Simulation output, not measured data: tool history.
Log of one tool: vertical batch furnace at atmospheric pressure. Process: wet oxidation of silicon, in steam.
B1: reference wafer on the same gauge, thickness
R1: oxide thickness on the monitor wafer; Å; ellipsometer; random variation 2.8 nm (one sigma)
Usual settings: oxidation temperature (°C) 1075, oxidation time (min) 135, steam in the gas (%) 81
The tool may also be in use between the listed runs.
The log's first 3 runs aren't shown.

{"run": 4, "hour": 67.6, "oxidation temperature (°C)": 1075, "oxidation time (min)": 135, "steam in the gas (%)": 81, "B1": 1133.78, "R1": 9987.2}
{"run": 5, "hour": 91.9, "oxidation temperature (°C)": 1091, "oxidation time (min)": 135, "steam in the gas (%)": 81, "B1": 1134.12, "R1": 10579.6}
{"run": 6, "hour": 168.1, "oxidation temperature (°C)": 1075, "oxidation time (min)": 135, "steam in the gas (%)": 81, "B1": 1133.95, "R1": 10001.9}
{"run": 7, "hour": 202.2, "oxidation temperature (°C)": 1075, "oxidation time (min)": 106.5, "steam in the gas (%)": 81, "B1": 1134.9, "R1": 8740.4}
{"run": 8, "hour": 218.7, "oxidation temperature (°C)": 1075, "oxidation time (min)": 106.5, "steam in the gas (%)": 81, "B1": 1132.16, "R1": 8790.6}
{"run": 9, "hour": 231.9, "oxidation temperature (°C)": 1075, "oxidation time (min)": 106.5, "steam in the gas (%)": 81, "B1": 1134.97, "R1": 8747.2}
{"run": 10, "hour": 261.5, "oxidation temperature (°C)": 1075, "oxidation time (min)": 135, "steam in the gas (%)": 81, "B1": 1133.61, "R1": 9960.2}
{"run": 11, "hour": 290.2, "oxidation temperature (°C)": 1075, "oxidation time (min)": 135, "steam in the gas (%)": 81, "B1": 1135.31, "R1": 9992.1}
{"run": 12, "hour": 310.1, "oxidation temperature (°C)": 1075, "oxidation time (min)": 135, "steam in the gas (%)": 81, "B1": 1133.14, "R1": 10049.2}
{"hour": 346.5, "done": "steam generator serviced"}
{"run": 13, "hour": 347.0, "oxidation temperature (°C)": 1094, "oxidation time (min)": 135, "steam in the gas (%)": 73, "B1": 1133.49, "R1": 10151.3}
{"run": 14, "hour": 352.5, "oxidation temperature (°C)": 1075, "oxidation time (min)": 135, "steam in the gas (%)": 81, "B1": 1133.37, "R1": 10000.1}
{"run": 15, "hour": 434.7, "oxidation temperature (°C)": 1075, "oxidation time (min)": 135, "steam in the gas (%)": 81, "B1": 1133.47, "R1": 10052.9}
{"run": 16, "hour": 463.3, "oxidation temperature (°C)": 1075, "oxidation time (min)": 135, "steam in the gas (%)": 81, "B1": 1134.04, "R1": 10028.6}
{"run": 17, "hour": 482.7, "oxidation temperature (°C)": 1056, "oxidation time (min)": 135, "steam in the gas (%)": 81, "B1": 1133.49, "R1": 9286.9}
{"run": 18, "hour": 517.7, "oxidation temperature (°C)": 1075, "oxidation time (min)": 135, "steam in the gas (%)": 81, "B1": 1133.54, "R1": 10004}
{"run": 19, "hour": 549.8, "oxidation temperature (°C)": 1075, "oxidation time (min)": 135, "steam in the gas (%)": 81, "B1": 1134.83, "R1": 9989}
{"run": 20, "hour": 629.0, "oxidation temperature (°C)": 1075, "oxidation time (min)": 135, "steam in the gas (%)": 81, "B1": 1133.61, "R1": 10049.5}

The next listed run, before its measurement:
{"run": 21, "hour": 656.3, "oxidation temperature (°C)": 1050, "oxidation time (min)": 135, "steam in the gas (%)": 73, "B1": "?", "R1": "?"}

{"run 21": {"B1": 1133.86, "R1": 8556.8}}
Without the tool's hidden state the same run would have given R1 8291 Å.

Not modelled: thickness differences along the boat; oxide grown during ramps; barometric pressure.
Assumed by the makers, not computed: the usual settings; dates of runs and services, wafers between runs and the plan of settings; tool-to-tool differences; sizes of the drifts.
